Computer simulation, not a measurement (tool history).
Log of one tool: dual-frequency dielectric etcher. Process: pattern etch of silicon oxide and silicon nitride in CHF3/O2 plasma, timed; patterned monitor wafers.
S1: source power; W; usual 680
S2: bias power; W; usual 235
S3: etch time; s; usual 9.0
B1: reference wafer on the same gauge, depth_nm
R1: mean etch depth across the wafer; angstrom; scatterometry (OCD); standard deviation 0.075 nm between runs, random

run   hour   S1   S2    S3     B1     R1
  1    0.0  680  235   9.0  17.59  159.2
  2   64.1  680  235   9.0  17.60  157.7
      84.4  -- source power generator calibrated
  3  103.0  740  235   9.0  17.60  163.1
  4  129.6  740  235   9.0  17.58  163.2
  5  153.2  740  235   9.0  17.59  161.9
     164.0  -- gauge calibrated
  6  166.8  680  235  10.0  17.60  173.7
  7  189.0  680  235  10.0  17.61  172.7
  8  208.1  680  280   9.0  17.59  163.7
  9  233.3  680  280   9.0  17.59  164.1
 10  257.8  680  235   9.0  17.60  154.2
     276.2  -- bias power generator calibrated
     291.6  -- upper electrode replaced
     314.1  -- wet clean of the chamber
 11  314.6  740  281  10.5  17.59  204.2
 12  317.2  680  235   9.0  17.61  158.0
 13  340.9  560  235  11.0  17.59  179.0
 14  367.7  610  254   9.0  17.61  155.4
 15  394.9  680  235   9.0  17.59  158.2
 16  409.0  680  235  10.0  17.59  174.5
 17  423.4  680  235   9.0  17.59  158.2
 18  446.0  760  235   7.5  17.62  136.8
 19  469.0  720  293   8.0  17.60  154.5
 20  500.8  810  212  11.0  17.60  199.9
 21  525.5  830  277   9.5  17.60  188.8
 22  546.9  530  188   9.0  17.60  131.7

Run 23 comes next. What will it give?
 23  572.6  720  213  9.0   ?   ?

{"run 23": {"B1": 17.61, "R1": 156.9}}
On a tool with no hidden condition, and with the same random variation, this run would have come out at R1 160.7 angstrom.

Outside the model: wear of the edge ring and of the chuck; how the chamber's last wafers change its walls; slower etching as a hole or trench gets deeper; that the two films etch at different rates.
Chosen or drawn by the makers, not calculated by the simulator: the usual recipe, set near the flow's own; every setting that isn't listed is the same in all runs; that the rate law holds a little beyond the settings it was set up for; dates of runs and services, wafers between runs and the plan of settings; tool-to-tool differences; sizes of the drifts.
